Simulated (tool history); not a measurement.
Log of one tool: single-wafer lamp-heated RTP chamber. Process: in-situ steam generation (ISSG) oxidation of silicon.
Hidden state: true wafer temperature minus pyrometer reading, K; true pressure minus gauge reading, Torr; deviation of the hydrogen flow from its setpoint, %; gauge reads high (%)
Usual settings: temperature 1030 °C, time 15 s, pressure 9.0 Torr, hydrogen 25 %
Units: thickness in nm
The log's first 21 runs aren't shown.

run	hour	temperature	time	pressure	hydrogen	wafers since the last listed run	wafers since the last pyrometer calibration	hours since the pressure gauge was zeroed	hours since the hydrogen flow controller was replaced	hours since the gauge calibration	read-back reference wafer on the same gauge, thickness	thickness
22	1600.6	1030	15	8.5	25	1078	1152	709.8	631.0	478.3	6.396	5.593
23	1672.6	1030	15	9.0	25	950	2102	781.8	703.0	550.3	6.389	5.607
24	1743.3	1021	11	10.2	25	933	3035	852.5	773.7	621.0	6.408	4.550
25	1813.1	1030	15	8.3	25	921	3957	922.3	843.5	690.8	6.401	5.698
26	1892.4	1013	11	9.0	25	1046	5003	1001.6	922.8	770.1	6.399	4.600
27	1978.9	1014	15	9.0	29	1141	6145	1088.1	1009.3	856.6	6.386	5.576
# hour 2040.0: pyrometer window cleaned and pyrometer calibrated
28	2051.8	1030	15	9.0	25	856	155	1161.0	1082.2	929.5	6.394	5.656
29	2107.8	1030	15	8.0	32	739	894	1217.0	1138.2	985.5	6.391	6.117
30	2204.4	1030	18	9.0	28	1275	2169	1313.6	1234.8	1082.1	6.380	6.264
31	2249.6	1015	11	9.0	16	596	2766	1358.8	1280.0	1127.3	6.393	4.077

4 ways to go on from here, each from the tool as it stands after run 31. What would each give?
A	2250.0	1013	15	9.0	25	5	2771	1359.2	1280.4	1127.7	?	?
B	2250.0	1030	11	10.2	25	5	2771	1359.2	1280.4	1127.7	?	?
C	2250.0	1030	10	7.5	32	5	2771	1359.2	1280.4	1127.7	?	?
D	2250.0	1030	13	9.0	25	5	2771	1359.2	1280.4	1127.7	?	?

run	read-back reference wafer on the same gauge, thickness	thickness
A	6.397	5.232
B	6.397	4.754
C	6.397	5.072
D	6.397	5.265
Without the tool's hidden state the same runs would have given:
run	thickness
A	5.187
B	4.712
C	5.028
D	5.216
